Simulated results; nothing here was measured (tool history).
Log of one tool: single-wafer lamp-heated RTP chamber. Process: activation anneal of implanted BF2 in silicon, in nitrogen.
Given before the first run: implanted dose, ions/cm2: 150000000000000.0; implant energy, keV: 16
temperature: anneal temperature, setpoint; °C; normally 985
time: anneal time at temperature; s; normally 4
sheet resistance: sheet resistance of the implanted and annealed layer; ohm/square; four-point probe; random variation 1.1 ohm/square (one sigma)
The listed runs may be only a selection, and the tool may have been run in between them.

run   hour  temperature  time  wafers since the last listed run  wafers since the last pyrometer calibration  wafers since the reflector plate was cleaned  hours since the gauge calibration  read-back reference wafer on the same gauge, sheet resistance  sheet resistance
  1      0          985     4                                 0                                         1608                                          4330                              404.4                                                         742.87             743.3
  2   12.7          985     4                               348                                         1957                                          4678                              417.1                                                         743.06            743.69
  3   25.1          985     4                               340                                         2297                                          5018                              429.5                                                         742.53            742.58
  4   46.7          985     4                               592                                         2889                                          5610                              451.1                                                         742.29             743.8
  5   61.6          985     4                               408                                         3298                                          6019                                466                                                          741.9            741.35
      88.3  -- reflector plate cleaned
  6   88.8          985     4                               526                                         3824                                            14                              493.2                                                         741.74            742.72
  7  111.9          985     4                               633                                         4458                                           647                              516.3                                                         741.15            742.96
  8  138.4          985     4                               726                                         5184                                          1374                              542.8                                                         740.97            741.59
  9    164          985     4                               702                                         5886                                          2076                              568.4                                                         740.66             742.7
 10  182.7          985     4                               512                                         6399                                          2588                              587.1                                                          740.2            741.56
 11  209.5          985     4                               734                                         7134                                          3323                              613.9                                                         739.68            739.14
 12  245.4          985     6                               984                                         8119                                          4308                              649.8                                                         739.27            738.08
     259.1  -- pyrometer window cleaned and pyrometer calibrated
 13  274.9          985     6                               589                                          433                                          4897                              679.3                                                         738.73            737.57
 14  300.4          985     6                               699                                         1132                                          5597                              704.8                                                          738.9            739.37
 15  321.6          985     3                               581                                         1713                                          6178                                726                                                         738.21            741.92
     337.8  -- reflector plate cleaned
 16  343.2          985     5                               372                                         2086                                           148                              747.6                                                         737.96            736.85
 17  372.1         1011     4                               792                                         2879                                           940                              776.5                                                         737.48            734.12
 18  393.5          965     3                               586                                         3465                                          1527                              797.9                                                         737.13            749.67
 19  427.2          969     4                               924                                         4390                                          2451                              831.6                                                         736.73            746.17
 20  461.3          985     4                               935                                         5325                                          3386                              865.7                                                         735.92            737.47
 21  479.8          985     4                               507                                         5832                                          3894                              884.2                                                         736.07               736
     486.8  -- gauge calibrated
 22  496.4         1001     4                               455                                         6287                                          4349                                9.6                                                         750.61             747.8
     518.6  -- pyrometer window cleaned and pyrometer calibrated
 23  519.1          985     4                               403                                           14                                          4752                               32.3                                                         750.92            751.68
 24    527         1005     4                               216                                          231                                          4969                               40.2                                                         750.46            747.82
     541.2  -- reflector plate cleaned
 25  541.7          958     4                               183                                          415                                            14                               54.9                                                         750.23            768.61
 26  569.3         1014     3                               756                                         1172                                           771                               82.5                                                         749.82            746.83
 27  584.8          975     3                               425                                         1597                                          1196                                 98                                                         749.79             756.6
 28  615.9          972     5                               852                                         2449                                          2049                              129.1                                                         748.99            756.79
 29  638.9         1004     4                               630                                         3080                                          2680                              152.1                                                         748.74            746.03
 30  655.9          985     4                               466                                         3546                                          3146                              169.1                                                         748.51            747.95
 31  672.9          970     6                               466                                         4013                                          3612                              186.1                                                         748.36             753.9
 32  693.8          972     3                               573                                         4586                                          4185                                207                                                         748.03            755.55
 33  722.7          972     4                               792                                         5378                                          4978                              235.9                                                         747.66            753.07
     743.5  -- reflector plate cleaned
 34    744          985     4                               364                                         5743                                            13                              257.2                                                         747.03            747.52
 35  772.5          985     5                               781                                         6524                                           794                              285.7                                                         746.94            747.91
     785.7  -- pyrometer window cleaned and pyrometer calibrated
 36    806         1014     4                               699                                          557                                          1494                              319.2                                                         746.35            742.22

Selected run-to-run steps in sheet resistance, each split into two signed amounts: the part the tool would show with no hidden state at all (from settings, incoming material and random variation), and the remainder, which goes to the hidden state together with any gauge scatter not common to the measured and the hidden-state-free results:
Hidden state at play: true wafer temperature minus pyrometer reading, K; wafer temperature error from the tarnished reflector plate, K; gauge reads high (%).
Run 11 -> 12: time 4 -> 6. sheet resistance -1.06 ohm/square: hidden state -0.51, all else -0.55.
Run 17 -> 18: temperature 1011 -> 965, time 4 -> 3. sheet resistance +15.55 ohm/square: hidden state -0.55, all else +16.1.
Run 21 -> 22: temperature 985 -> 1001, gauge calibrated. sheet resistance +11.8 ohm/square: hidden state +14.91, all else -3.11.
Run 24 -> 25: temperature 1005 -> 958, reflector plate cleaned. sheet resistance +20.79 ohm/square: hidden state -0.17, all else +20.96.
Run 25 -> 26: temperature 958 -> 1014, time 4 -> 3. sheet resistance -21.78 ohm/square: hidden state -0.44, all else -21.34.
